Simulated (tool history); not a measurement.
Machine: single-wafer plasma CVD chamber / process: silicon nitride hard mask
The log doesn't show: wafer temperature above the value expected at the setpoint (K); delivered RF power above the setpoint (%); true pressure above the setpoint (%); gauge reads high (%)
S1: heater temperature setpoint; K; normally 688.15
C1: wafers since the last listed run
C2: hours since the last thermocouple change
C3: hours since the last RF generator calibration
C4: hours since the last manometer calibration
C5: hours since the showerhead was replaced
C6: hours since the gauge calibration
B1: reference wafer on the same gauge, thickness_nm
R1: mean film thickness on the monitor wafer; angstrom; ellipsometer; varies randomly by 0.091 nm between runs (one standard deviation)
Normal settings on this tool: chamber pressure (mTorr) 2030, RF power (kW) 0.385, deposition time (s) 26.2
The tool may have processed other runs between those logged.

{"run": 1, "hour": 0.0, "S1": 688.15, "chamber pressure (mTorr)": 2030, "RF power (kW)": 0.385, "deposition time (s)": 29.9, "C1": 0, "C2": 690.8, "C3": 939.4, "C4": 1985.7, "C5": 6757.2, "C6": 492.5, "B1": 36.178, "R1": 384.46}
{"run": 2, "hour": 13.9, "S1": 684.15, "chamber pressure (mTorr)": 2030, "RF power (kW)": 0.42, "deposition time (s)": 26.2, "C1": 218, "C2": 704.7, "C3": 953.3, "C4": 1999.6, "C5": 6771.1, "C6": 506.4, "B1": 36.226, "R1": 350.6}
{"run": 3, "hour": 23.0, "S1": 684.15, "chamber pressure (mTorr)": 2030, "RF power (kW)": 0.42, "deposition time (s)": 26.2, "C1": 143, "C2": 713.8, "C3": 962.4, "C4": 2008.7, "C5": 6780.2, "C6": 515.5, "B1": 36.218, "R1": 350.51}
{"run": 4, "hour": 32.6, "S1": 684.15, "chamber pressure (mTorr)": 2030, "RF power (kW)": 0.42, "deposition time (s)": 26.2, "C1": 151, "C2": 723.4, "C3": 972, "C4": 2018.3, "C5": 6789.8, "C6": 525.1, "B1": 36.24, "R1": 350.73}
{"run": 5, "hour": 40.2, "S1": 688.15, "chamber pressure (mTorr)": 2030, "RF power (kW)": 0.385, "deposition time (s)": 26.2, "C1": 119, "C2": 731, "C3": 979.6, "C4": 2025.9, "C5": 6797.4, "C6": 532.7, "B1": 36.207, "R1": 338.64}
{"run": 6, "hour": 52.7, "S1": 688.15, "chamber pressure (mTorr)": 2030, "RF power (kW)": 0.385, "deposition time (s)": 26.2, "C1": 196, "C2": 743.5, "C3": 992.1, "C4": 2038.4, "C5": 6809.9, "C6": 545.2, "B1": 36.231, "R1": 336.43}
{"run": 7, "hour": 61.0, "S1": 699.15, "chamber pressure (mTorr)": 2030, "RF power (kW)": 0.385, "deposition time (s)": 26.2, "C1": 130, "C2": 751.8, "C3": 1000.4, "C4": 2046.7, "C5": 6818.2, "C6": 553.5, "B1": 36.217, "R1": 335.48}
{"hour": 72.4, "done": "gauge calibrated"}
{"run": 8, "hour": 76.1, "S1": 699.15, "chamber pressure (mTorr)": 2030, "RF power (kW)": 0.385, "deposition time (s)": 26.2, "C1": 237, "C2": 766.9, "C3": 1015.5, "C4": 2061.8, "C5": 6833.3, "C6": 3.7, "B1": 36.188, "R1": 335.17}
{"hour": 95.0, "done": "RF generator calibrated"}
{"run": 9, "hour": 95.5, "S1": 688.15, "chamber pressure (mTorr)": 2030, "RF power (kW)": 0.385, "deposition time (s)": 23.8, "C1": 179, "C2": 786.3, "C3": 0.5, "C4": 2081.2, "C5": 6852.7, "C6": 23.1, "B1": 36.213, "R1": 300.75}
{"hour": 105.8, "done": "showerhead replaced"}
{"run": 10, "hour": 106.3, "S1": 701.15, "chamber pressure (mTorr)": 2320, "RF power (kW)": 0.34, "deposition time (s)": 22.7, "C1": 44, "C2": 797.1, "C3": 11.3, "C4": 2092, "C5": 0.5, "C6": 33.9, "B1": 36.194, "R1": 280.64}
{"run": 11, "hour": 117.9, "S1": 684.15, "chamber pressure (mTorr)": 2030, "RF power (kW)": 0.345, "deposition time (s)": 28.4, "C1": 182, "C2": 808.7, "C3": 22.9, "C4": 2103.6, "C5": 12.1, "C6": 45.5, "B1": 36.231, "R1": 345.55}
{"run": 12, "hour": 129.5, "S1": 701.15, "chamber pressure (mTorr)": 2320, "RF power (kW)": 0.34, "deposition time (s)": 22.7, "C1": 182, "C2": 820.3, "C3": 34.5, "C4": 2115.2, "C5": 23.7, "C6": 57.1, "B1": 36.198, "R1": 281.16}
{"hour": 146.2, "done": "capacitance manometer re-zeroed and calibrated"}
{"run": 13, "hour": 146.7, "S1": 688.15, "chamber pressure (mTorr)": 2030, "RF power (kW)": 0.315, "deposition time (s)": 26.2, "C1": 144, "C2": 837.5, "C3": 51.7, "C4": 0.5, "C5": 40.9, "C6": 74.3, "B1": 36.251, "R1": 305.97}
{"run": 14, "hour": 152.9, "S1": 688.15, "chamber pressure (mTorr)": 2260, "RF power (kW)": 0.385, "deposition time (s)": 26.2, "C1": 97, "C2": 843.7, "C3": 57.9, "C4": 6.7, "C5": 47.1, "C6": 80.5, "B1": 36.225, "R1": 340.71}
{"hour": 160.9, "done": "thermocouple changed; heater temperature recalibrated"}
{"run": 15, "hour": 161.4, "S1": 688.15, "chamber pressure (mTorr)": 2030, "RF power (kW)": 0.385, "deposition time (s)": 29.7, "C1": 7, "C2": 0.5, "C3": 66.4, "C4": 15.2, "C5": 55.6, "C6": 89, "B1": 36.214, "R1": 375.8}
{"run": 16, "hour": 173.1, "S1": 699.15, "chamber pressure (mTorr)": 2030, "RF power (kW)": 0.385, "deposition time (s)": 22.2, "C1": 184, "C2": 12.2, "C3": 78.1, "C4": 26.9, "C5": 67.3, "C6": 100.7, "B1": 36.159, "R1": 279.33}
{"hour": 189.6, "done": "RF generator calibrated, repeated, since the last time left the tool worse"}
{"run": 17, "hour": 191.0, "S1": 698.15, "chamber pressure (mTorr)": 2520, "RF power (kW)": 0.315, "deposition time (s)": 26.2, "C1": 155, "C2": 30.1, "C3": 1.4, "C4": 44.8, "C5": 85.2, "C6": 118.6, "B1": 36.21, "R1": 337.19}

Estimate the outcome of run 18 from the log above:
{"run": 18, "hour": 197.5, "S1": 688.15, "chamber pressure (mTorr)": 2030, "RF power (kW)": 0.385, "deposition time (s)": 30.7, "C1": 102, "C2": 36.6, "C3": 7.9, "C4": 51.3, "C5": 91.7, "C6": 125.1, "B1": "?", "R1": "?"}

For run 18 the tool returned B1 36.242, R1 406.89 angstrom.
Had the tool carried no hidden state, the very same run would have given R1 407.11 angstrom.
